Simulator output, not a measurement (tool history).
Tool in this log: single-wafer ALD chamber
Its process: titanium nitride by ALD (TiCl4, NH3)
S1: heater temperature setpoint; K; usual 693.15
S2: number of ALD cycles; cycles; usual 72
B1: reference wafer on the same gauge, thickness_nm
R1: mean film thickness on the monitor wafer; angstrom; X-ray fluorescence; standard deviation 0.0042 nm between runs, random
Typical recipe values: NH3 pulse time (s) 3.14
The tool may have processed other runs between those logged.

{"run": 1, "hour": 0.0, "S1": 693.15, "S2": 72, "NH3 pulse time (s)": 3.83, "B1": 1.48, "R1": 17.18}
{"run": 2, "hour": 17.8, "S1": 693.15, "S2": 72, "NH3 pulse time (s)": 3.83, "B1": 1.481, "R1": 17.14}
{"run": 3, "hour": 38.1, "S1": 693.15, "S2": 72, "NH3 pulse time (s)": 3.83, "B1": 1.48, "R1": 17.17}
{"run": 4, "hour": 130.3, "S1": 693.15, "S2": 72, "NH3 pulse time (s)": 3.62, "B1": 1.48, "R1": 17.06}
{"run": 5, "hour": 161.1, "S1": 688.15, "S2": 72, "NH3 pulse time (s)": 3.14, "B1": 1.481, "R1": 16.97}
{"run": 6, "hour": 185.7, "S1": 703.15, "S2": 72, "NH3 pulse time (s)": 3.14, "B1": 1.48, "R1": 17}
{"run": 7, "hour": 201.9, "S1": 703.15, "S2": 72, "NH3 pulse time (s)": 3.14, "B1": 1.479, "R1": 17.07}
{"run": 8, "hour": 229.7, "S1": 693.15, "S2": 72, "NH3 pulse time (s)": 3.14, "B1": 1.481, "R1": 17.01}
{"run": 9, "hour": 250.6, "S1": 693.15, "S2": 72, "NH3 pulse time (s)": 3.14, "B1": 1.479, "R1": 17.07}
{"run": 10, "hour": 269.6, "S1": 693.15, "S2": 72, "NH3 pulse time (s)": 3.14, "B1": 1.48, "R1": 17.01}
{"run": 11, "hour": 302.2, "S1": 693.15, "S2": 72, "NH3 pulse time (s)": 2.47, "B1": 1.478, "R1": 16.82}
{"run": 12, "hour": 314.4, "S1": 693.15, "S2": 72, "NH3 pulse time (s)": 3.14, "B1": 1.481, "R1": 16.98}
{"hour": 323.2, "done": "showerhead replaced"}
{"run": 13, "hour": 342.6, "S1": 693.15, "S2": 72, "NH3 pulse time (s)": 3.14, "B1": 1.481, "R1": 17}

What does the tool deliver on the next run?
{"run": 14, "hour": 358.5, "S1": 693.15, "S2": 63, "NH3 pulse time (s)": 3.14, "B1": "?", "R1": "?"}

{"run 14": {"B1": 1.479, "R1": 14.83}}
With no hidden state in the tool, this same run would have given R1 14.83 angstrom.

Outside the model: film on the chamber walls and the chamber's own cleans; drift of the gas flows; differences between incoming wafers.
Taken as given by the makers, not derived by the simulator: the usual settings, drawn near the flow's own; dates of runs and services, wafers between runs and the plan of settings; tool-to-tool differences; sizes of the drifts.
